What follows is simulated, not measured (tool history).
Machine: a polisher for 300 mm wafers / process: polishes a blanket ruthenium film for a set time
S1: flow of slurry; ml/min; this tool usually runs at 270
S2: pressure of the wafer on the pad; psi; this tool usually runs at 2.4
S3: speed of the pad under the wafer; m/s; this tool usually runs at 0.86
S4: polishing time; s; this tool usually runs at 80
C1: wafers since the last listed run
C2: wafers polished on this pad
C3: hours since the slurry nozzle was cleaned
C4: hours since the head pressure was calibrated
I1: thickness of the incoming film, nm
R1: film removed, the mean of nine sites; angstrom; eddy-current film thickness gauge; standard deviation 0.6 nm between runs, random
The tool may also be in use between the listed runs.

run	day	S1	S2	S3	S4	C1	C2	C3	C4	I1	R1
1	0.000	270	2.4	1.06	80	0	2092	481.5	157.1	432.8	995
# day 1.100: worn pad replaced by a new one
2	2.962	270	2.4	1.06	80	779	518	552.6	228.2	433.7	1061
# day 3.412: slurry nozzle cleaned
3	4.625	270	2.4	0.86	80	451	970	29.1	268.1	430.2	852
4	6.746	270	2.4	0.86	80	591	1561	80.0	319.0	430.3	839
5	9.283	270	2.4	0.86	80	707	2268	140.9	379.9	426.8	808
# day 10.325: worn pad replaced by a new one
6	11.617	270	2.4	0.86	93	603	360	196.9	435.9	437.1	1004
7	12.625	270	2.4	0.86	93	281	641	221.1	460.1	427.2	984
8	13.996	270	2.4	0.86	80	382	1023	254.0	493.0	427.3	855
9	16.138	270	2.4	0.86	80	596	1620	305.4	544.4	429.6	840
# day 17.979: worn pad replaced by a new one
10	18.450	270	2.4	0.86	80	598	130	360.9	599.9	432.8	854
# day 20.925: head pressure recalibrated
11	23.808	270	2.8	0.64	53	1470	1600	489.5	69.2	434.6	463
# day 26.321: worn pad replaced by a new one
12	26.342	315	2.4	0.98	95	659	6	550.3	130.0	430.6	1179
13	27.312	305	1.9	1.02	80	270	276	573.6	153.3	431.0	891
14	28.458	270	2.0	0.86	80	319	596	601.1	180.8	433.5	778
# day 29.433: slurry nozzle cleaned
15	33.538	270	2.4	0.72	80	1404	2000	98.5	302.7	433.6	696
# day 34.633: worn pad replaced by a new one
16	35.396	270	2.4	0.86	80	471	211	143.1	347.3	424.9	866
17	38.392	300	2.4	0.64	54	835	1046	215.0	419.2	429.4	433
18	40.771	270	2.4	0.86	80	663	1710	272.1	476.3	436.8	828
19	42.012	345	2.4	1.10	80	346	2056	301.9	506.1	435.4	1093
# day 42.488: worn pad replaced by a new one
20	44.583	355	2.4	0.86	80	670	584	363.6	567.8	428.7	882

A few steps of R1 between consecutive runs. Split each: what settings, incoming material and random variation would produce without the hidden state, and what is left over for the hidden state, along with gauge scatter present in only one of the two compared results (measured, and without hidden state):
Hidden state at play: removal rate lost through wear of the pad, %; slurry flow missing at the pad, %; deviation of the head's pressure from its setpoint, %.
Run 1 -> 2: worn pad replaced by a new one. R1 +66 angstrom: hidden state +68, all else -2.
Run 11 -> 12: S1 270 -> 315, S2 2.8 -> 2.4, S3 0.64 -> 0.98, S4 53 -> 95, worn pad replaced by a new one. R1 +716 angstrom: hidden state +19, all else +697.
Run 16 -> 17: S1 270 -> 300, S3 0.86 -> 0.64, S4 80 -> 54. R1 -433 angstrom: hidden state -4, all else -429.
Run 19 -> 20: S1 345 -> 355, S3 1.10 -> 0.86, worn pad replaced by a new one. R1 -211 angstrom: hidden state +53, all else -264.

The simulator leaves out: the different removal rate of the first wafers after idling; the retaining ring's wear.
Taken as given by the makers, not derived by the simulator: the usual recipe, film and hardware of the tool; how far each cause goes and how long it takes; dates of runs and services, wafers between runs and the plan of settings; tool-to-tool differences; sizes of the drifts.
